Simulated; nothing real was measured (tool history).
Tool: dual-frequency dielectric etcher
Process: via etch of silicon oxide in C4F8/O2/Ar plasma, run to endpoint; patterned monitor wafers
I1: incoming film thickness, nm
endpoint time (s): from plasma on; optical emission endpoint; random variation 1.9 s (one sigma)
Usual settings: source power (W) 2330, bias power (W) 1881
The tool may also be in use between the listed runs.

{"run": 1, "hour": 0.0, "source power (W)": 2330, "bias power (W)": 1881, "I1": 2131.5, "endpoint time (s)": 409.5}
{"run": 2, "hour": 17.7, "source power (W)": 2330, "bias power (W)": 1881, "I1": 2152.1, "endpoint time (s)": 414.2}
{"run": 3, "hour": 28.3, "source power (W)": 2780, "bias power (W)": 1649, "I1": 2121.7, "endpoint time (s)": 395.2}
{"hour": 54.7, "done": "wet clean of the chamber"}
{"run": 4, "hour": 55.2, "source power (W)": 2780, "bias power (W)": 1649, "I1": 2137.7, "endpoint time (s)": 415.7}
{"run": 5, "hour": 55.6, "source power (W)": 2330, "bias power (W)": 1881, "I1": 2156.2, "endpoint time (s)": 436.6}
{"run": 6, "hour": 56.0, "source power (W)": 2330, "bias power (W)": 1881, "I1": 2120.7, "endpoint time (s)": 424.5}
{"run": 7, "hour": 66.2, "source power (W)": 2330, "bias power (W)": 1881, "I1": 2146.9, "endpoint time (s)": 428.8}
{"run": 8, "hour": 77.8, "source power (W)": 2330, "bias power (W)": 2091, "I1": 2137.9, "endpoint time (s)": 418.8}
{"run": 9, "hour": 86.3, "source power (W)": 2150, "bias power (W)": 1618, "I1": 2132.6, "endpoint time (s)": 457.9}
{"run": 10, "hour": 102.3, "source power (W)": 2640, "bias power (W)": 1667, "I1": 2129.3, "endpoint time (s)": 418.2}
{"hour": 114.4, "done": "bias power generator calibrated"}
{"hour": 127.7, "done": "upper electrode replaced"}
{"run": 11, "hour": 128.2, "source power (W)": 2330, "bias power (W)": 2001, "I1": 2129.9, "endpoint time (s)": 419.3}
{"run": 12, "hour": 128.6, "source power (W)": 2040, "bias power (W)": 1567, "I1": 2116.1, "endpoint time (s)": 467.4}
{"hour": 133.8, "done": "source power generator calibrated"}
{"run": 13, "hour": 136.2, "source power (W)": 2670, "bias power (W)": 2256, "I1": 2145.8, "endpoint time (s)": 388.1}
{"run": 14, "hour": 150.8, "source power (W)": 2330, "bias power (W)": 1881, "I1": 2124.6, "endpoint time (s)": 419.7}
{"run": 15, "hour": 164.9, "source power (W)": 2330, "bias power (W)": 2235, "I1": 2115.0, "endpoint time (s)": 398.4}
{"run": 16, "hour": 171.6, "source power (W)": 2820, "bias power (W)": 2092, "I1": 2146.4, "endpoint time (s)": 386.0}

5 ways to go on from here, each from the tool as it stands after run 16. What would each give?
{"run": "A", "hour": 172.1, "source power (W)": 2330, "bias power (W)": 2175, "I1": 2145.9, "endpoint time (s)": "?"}
{"run": "B", "hour": 172.1, "source power (W)": 2330, "bias power (W)": 1665, "I1": 2145.9, "endpoint time (s)": "?"}
{"run": "C", "hour": 172.1, "source power (W)": 2750, "bias power (W)": 1881, "I1": 2145.9, "endpoint time (s)": "?"}
{"run": "D", "hour": 172.1, "source power (W)": 2640, "bias power (W)": 1465, "I1": 2145.9, "endpoint time (s)": "?"}
{"run": "E", "hour": 172.1, "source power (W)": 2540, "bias power (W)": 2041, "I1": 2145.9, "endpoint time (s)": "?"}

run=A endpoint_time_(s)=410.8
run=B endpoint_time_(s)=440.4
run=C endpoint_time_(s)=402.1
run=D endpoint_time_(s)=434.2
run=E endpoint_time_(s)=405.1
Without the tool's hidden state the same runs would have given:
run=A endpoint_time_(s)=421.2
run=B endpoint_time_(s)=451.6
run=C endpoint_time_(s)=412.2
run=D endpoint_time_(s)=445.2
run=E endpoint_time_(s)=415.4
